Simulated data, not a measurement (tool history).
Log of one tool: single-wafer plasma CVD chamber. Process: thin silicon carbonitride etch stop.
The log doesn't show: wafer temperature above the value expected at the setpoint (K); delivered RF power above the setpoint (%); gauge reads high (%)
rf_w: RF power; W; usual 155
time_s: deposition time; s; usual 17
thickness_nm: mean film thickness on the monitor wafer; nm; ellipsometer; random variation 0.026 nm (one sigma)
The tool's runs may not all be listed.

run      day  rf_w  time_s  wafers since the last listed run  hours since the last thermocouple change  hours since the last RF generator calibration  hours since the showerhead was replaced  hours since the gauge calibration  read-back reference wafer on the same gauge, thickness_nm  thickness_nm
  1        0   155    14.6                                 0                                     770.9                                         2330.1                                   4560.1                             1374.1                                                      8.687         7.457
       0.875  -- RF generator calibrated
  2    4.308   155    14.6                              1251                                     874.3                                           82.4                                   4663.5                             1477.5                                                      8.697         7.485
  3    8.629   155    14.6                              1360                                       978                                          186.1                                   4767.2                             1581.2                                                      8.692         7.448
       9.375  -- thermocouple changed; heater temperature recalibrated
  4   11.104   155    15.8                               674                                      41.5                                          245.5                                   4826.6                             1640.6                                                      8.681         8.119
  5   14.438   155      17                              1049                                     121.5                                          325.5                                   4906.6                             1720.6                                                      8.679         8.719
  6     16.8   155      17                               743                                     178.2                                          382.2                                   4963.3                             1777.3                                                      8.686          8.66
  7   19.296   155      17                               785                                     238.1                                          442.1                                   5023.2                             1837.2                                                      8.683         8.641
  8   23.371   155      17                              1282                                     335.9                                          539.9                                     5121                               1935                                                      8.693         8.727
  9     25.1   155      17                               544                                     377.4                                          581.4                                   5162.5                             1976.5                                                      8.689         8.734
 10   28.471   155      17                              1061                                     458.3                                          662.3                                   5243.4                             2057.4                                                      8.689         8.708
 11   30.775   180      17                               725                                     513.6                                          717.6                                   5298.7                             2112.7                                                      8.688         9.225
 12   41.817   180      17                              3475                                     778.6                                          982.6                                   5563.7                             2377.7                                                      8.694         9.216
      47.333  -- thermocouple changed; heater temperature recalibrated
 13   47.354   180      17                              1638                                       0.5                                         1115.5                                   5696.6                             2510.6                                                       8.68         9.237
 14   51.288   155      17                              1238                                      94.9                                         1209.9                                     5791                               2605                                                      8.689          8.67
 15   53.621   155      17                               734                                     150.9                                         1265.9                                     5847                               2661                                                      8.709         8.727
 16   55.696   155      17                               653                                     200.7                                         1315.7                                   5896.8                             2710.8                                                      8.685         8.733
 17   58.038   155    18.8                               737                                     256.9                                         1371.9                                     5953                               2767                                                      8.691         9.625
 18   62.038   155    19.8                              1259                                     352.9                                         1467.9                                     6049                               2863                                                      8.686        10.125
 19   65.154   155      16                               981                                     427.7                                         1542.7                                   6123.8                             2937.8                                                      8.695         8.204
 20   69.029   155      17                              1219                                     520.7                                         1635.7                                   6216.8                             3030.8                                                      8.695         8.745
 21   72.512   130    14.7                              1096                                     604.3                                         1719.3                                   6300.4                             3114.4                                                      8.692         7.006
      74.279  -- gauge calibrated
 22   75.346   155      17                               891                                     672.3                                         1787.3                                   6368.4                               25.6                                                      8.684         8.721
 23   77.592   140      20                               706                                     726.2                                         1841.2                                   6422.3                               79.5                                                      8.697         9.832
 24    79.55   155      17                               616                                     773.2                                         1888.2                                   6469.3                              126.5                                                      8.696         8.692
 25   82.771   185    19.9                              1013                                     850.5                                         1965.5                                   6546.6                              203.8                                                      8.706        10.899
 26   85.142   130      17                               746                                     907.4                                         2022.4                                   6603.5                              260.7                                                       8.69         8.118
      88.846  -- thermocouple changed; heater temperature recalibrated
 27   88.988   180    15.2                              1105                                       3.4                                         2114.7                                   6695.8                                353                                                      8.677         8.273
 28   92.525   130    18.9                              1113                                      88.3                                         2199.6                                   6780.7                              437.9                                                       8.69         8.991
      93.933  -- RF generator calibrated
       96.95  -- showerhead replaced
 29   99.012   170      14                              1832                                       244                                          121.9                                     49.5                              593.6                                                      8.694         7.451
 30  102.758   155      17                              1179                                     333.9                                          211.8                                    139.4                              683.5                                                      8.698         8.703
 31  107.075   130    20.3                              1358                                     437.5                                          315.4                                      243                              787.1                                                      8.683         9.696
 32  110.142   175      18                               965                                     511.1                                            389                                    316.6                              860.7                                                      8.683         9.654
 33  111.946   155      17                               567                                     554.4                                          432.3                                    359.9                                904                                                      8.682         8.652
 34  123.029   155      17                              3488                                     820.4                                          698.3                                    625.9                               1170                                                      8.697         8.671

The tool's hidden state at each run:
wafer temperature above the value expected at the setpoint (K): 0 in every run
delivered RF power above the setpoint (%): 0 in every run
gauge reads high (%): 0 in every run
